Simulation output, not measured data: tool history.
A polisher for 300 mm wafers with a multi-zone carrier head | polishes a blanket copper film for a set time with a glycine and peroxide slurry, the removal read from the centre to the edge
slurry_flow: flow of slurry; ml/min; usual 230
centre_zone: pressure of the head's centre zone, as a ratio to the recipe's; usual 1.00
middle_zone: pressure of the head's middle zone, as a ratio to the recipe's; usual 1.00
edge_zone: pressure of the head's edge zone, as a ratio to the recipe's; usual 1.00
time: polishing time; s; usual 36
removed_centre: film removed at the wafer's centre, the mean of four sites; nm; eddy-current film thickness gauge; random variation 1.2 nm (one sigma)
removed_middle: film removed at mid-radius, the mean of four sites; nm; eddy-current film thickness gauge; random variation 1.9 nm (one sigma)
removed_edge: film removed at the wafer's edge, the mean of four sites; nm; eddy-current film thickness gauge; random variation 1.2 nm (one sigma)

run,day,slurry_flow,centre_zone,middle_zone,edge_zone,time,"incoming thickness of the incoming film, nm",removed_centre,removed_middle,removed_edge
1,0.000,230,1.00,1.00,1.00,36,1946.7,154.2,154.6,156.8
2,1.238,230,1.00,1.00,1.00,36,1948.5,152.8,153.5,154.3
3,2.354,230,1.00,1.00,1.00,36,1928.0,149.3,150.6,152.5
# day 3.612: slurry nozzle cleaned
4,3.796,295,1.00,1.00,0.90,36,1929.7,152.5,155.4,148.8
5,5.750,230,1.00,1.00,1.00,36,1932.1,145.2,151.8,148.4
# day 8.442: edge zone pressure recalibrated
6,8.462,230,1.00,1.00,1.00,36,1936.1,144.2,149.4,148.9
# day 10.125: worn pad replaced by a new one
7,10.462,230,1.00,1.00,1.00,36,1915.3,152.2,159.4,163.5
8,12.900,310,0.88,1.00,1.04,46,1947.7,170.3,205.3,209.8
9,16.038,165,1.00,1.00,1.00,36,1903.6,132.4,145.1,149.0
10,17.817,230,1.00,1.10,0.94,30,1937.8,115.9,134.7,123.0
# day 18.554: centre zone pressure recalibrated
11,18.950,230,1.00,1.00,1.00,36,1944.7,152.5,148.8,150.3
12,20.196,230,0.93,1.00,1.00,36,1962.4,141.1,150.1,151.1
13,21.221,230,1.00,1.00,1.08,26,1954.0,108.3,106.6,112.3
14,24.154,260,1.00,1.00,1.00,36,1962.9,150.8,149.4,150.5
# day 24.575: worn pad replaced by a new one
# day 25.096: carrier head's membrane replaced by a new one
15,26.817,230,1.00,1.00,1.00,36,1909.9,155.0,156.5,158.9
16,29.604,230,0.93,0.92,1.00,24,1938.7,93.1,95.2,102.4
17,31.758,285,1.08,1.00,1.03,49,1960.8,219.9,211.7,213.9
# day 33.171: slurry nozzle cleaned
18,34.167,230,1.00,1.00,1.00,36,1937.6,143.1,149.2,152.7
19,35.592,230,1.08,1.00,1.00,24,1910.0,102.5,99.5,100.5
# day 36.950: worn pad replaced by a new one
20,37.117,230,1.00,1.00,1.00,27,1917.0,115.8,121.6,122.8
21,38.696,230,1.00,1.00,1.00,36,1929.5,146.8,157.9,158.2

Forecast each of these 5 alternatives for the next run:
A,38.712,230,1.00,1.00,1.00,36,1922.8,?,?,?
B,38.712,285,1.00,1.08,0.96,26,1922.8,?,?,?
C,38.712,230,1.00,1.00,1.03,36,1922.8,?,?,?
D,38.712,230,1.00,0.91,1.03,42,1922.8,?,?,?
E,38.712,250,0.97,1.00,1.00,49,1922.8,?,?,?

run,removed_centre,removed_middle,removed_edge
A,148.5,158.9,157.7
B,110.5,125.8,114.1
C,148.5,158.9,159.7
D,173.2,171.3,186.5
E,198.4,218.7,216.4
Without the tool's hidden state the same runs would have given:
run,removed_centre,removed_middle,removed_edge
A,166.3,164.8,163.6
B,123.7,130.5,118.4
C,166.3,164.8,165.7
D,193.8,177.7,193.5
E,222.2,226.9,224.6
